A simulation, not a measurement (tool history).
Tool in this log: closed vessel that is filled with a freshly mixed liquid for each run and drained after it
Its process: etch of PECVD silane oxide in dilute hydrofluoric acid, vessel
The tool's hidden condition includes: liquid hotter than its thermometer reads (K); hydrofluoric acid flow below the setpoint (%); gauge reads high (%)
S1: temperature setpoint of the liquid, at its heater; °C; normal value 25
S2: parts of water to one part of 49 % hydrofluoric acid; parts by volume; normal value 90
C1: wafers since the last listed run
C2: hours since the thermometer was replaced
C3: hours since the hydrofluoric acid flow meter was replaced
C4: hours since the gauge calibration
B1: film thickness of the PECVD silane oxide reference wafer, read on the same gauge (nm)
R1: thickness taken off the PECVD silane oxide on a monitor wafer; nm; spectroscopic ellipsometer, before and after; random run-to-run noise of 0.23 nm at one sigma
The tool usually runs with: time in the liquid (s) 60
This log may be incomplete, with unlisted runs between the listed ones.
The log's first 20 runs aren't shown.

{"run": 21, "hour": 538.9, "S1": 25, "S2": 125, "time in the liquid (s)": 60, "C1": 2393, "C2": 142.4, "C3": 108.2, "C4": 1002.1, "B1": 31.05, "R1": 22.81}
{"hour": 542.1, "done": "gauge calibrated"}
{"run": 22, "hour": 551.1, "S1": 21, "S2": 110, "time in the liquid (s)": 60, "C1": 879, "C2": 154.6, "C3": 120.4, "C4": 9, "B1": 29.79, "R1": 21.45}
{"run": 23, "hour": 586.5, "S1": 25, "S2": 90, "time in the liquid (s)": 75, "C1": 2552, "C2": 190, "C3": 155.8, "C4": 44.4, "B1": 29.89, "R1": 39.96}
{"run": 24, "hour": 599.1, "S1": 25, "S2": 90, "time in the liquid (s)": 60, "C1": 908, "C2": 202.6, "C3": 168.4, "C4": 57, "B1": 29.97, "R1": 31.62}
{"run": 25, "hour": 621.5, "S1": 22.5, "S2": 75, "time in the liquid (s)": 40, "C1": 1615, "C2": 225, "C3": 190.8, "C4": 79.4, "B1": 30.01, "R1": 23.94}
{"run": 26, "hour": 656.9, "S1": 25, "S2": 125, "time in the liquid (s)": 35, "C1": 2552, "C2": 260.4, "C3": 226.2, "C4": 114.8, "B1": 30.11, "R1": 12.97}
{"run": 27, "hour": 670.7, "S1": 30, "S2": 130, "time in the liquid (s)": 60, "C1": 995, "C2": 274.2, "C3": 240, "C4": 128.6, "B1": 30.15, "R1": 25.48}
{"run": 28, "hour": 692.0, "S1": 23, "S2": 90, "time in the liquid (s)": 45, "C1": 1535, "C2": 295.5, "C3": 261.3, "C4": 149.9, "B1": 30.18, "R1": 22.35}
{"run": 29, "hour": 722.4, "S1": 20.5, "S2": 120, "time in the liquid (s)": 35, "C1": 2192, "C2": 325.9, "C3": 291.7, "C4": 180.3, "B1": 30.25, "R1": 11.36}
{"run": 30, "hour": 750.0, "S1": 25, "S2": 90, "time in the liquid (s)": 60, "C1": 1990, "C2": 353.5, "C3": 319.3, "C4": 207.9, "B1": 30.3, "R1": 32.11}
{"run": 31, "hour": 779.0, "S1": 25, "S2": 120, "time in the liquid (s)": 35, "C1": 2091, "C2": 382.5, "C3": 348.3, "C4": 236.9, "B1": 30.37, "R1": 13.76}
{"run": 32, "hour": 801.6, "S1": 25, "S2": 55, "time in the liquid (s)": 60, "C1": 1629, "C2": 405.1, "C3": 370.9, "C4": 259.5, "B1": 30.39, "R1": 54.92}
{"run": 33, "hour": 820.3, "S1": 22, "S2": 105, "time in the liquid (s)": 80, "C1": 1348, "C2": 423.8, "C3": 389.6, "C4": 278.2, "B1": 30.43, "R1": 32.42}

Here are 4 independent what-if runs from the current tool condition. What would each one return?
{"run": "A", "hour": 821.0, "S1": 25, "S2": 90, "time in the liquid (s)": 60, "C1": 50, "C2": 424.5, "C3": 390.3, "C4": 278.9, "B1": "?", "R1": "?"}
{"run": "B", "hour": 821.0, "S1": 29, "S2": 50, "time in the liquid (s)": 60, "C1": 50, "C2": 424.5, "C3": 390.3, "C4": 278.9, "B1": "?", "R1": "?"}
{"run": "C", "hour": 821.0, "S1": 20, "S2": 60, "time in the liquid (s)": 35, "C1": 50, "C2": 424.5, "C3": 390.3, "C4": 278.9, "B1": "?", "R1": "?"}
{"run": "D", "hour": 821.0, "S1": 25, "S2": 120, "time in the liquid (s)": 60, "C1": 50, "C2": 424.5, "C3": 390.3, "C4": 278.9, "B1": "?", "R1": "?"}

run=A B1=30.44 R1=32.27
run=B B1=30.44 R1=71.9
run=C B1=30.44 R1=23.88
run=D B1=30.44 R1=23.31
The same runs, with their run-to-run variation unchanged, on a tool lacking any hidden condition would have given:
run=A R1=31.81
run=B R1=70.88
run=C R1=23.54
run=D R1=22.98
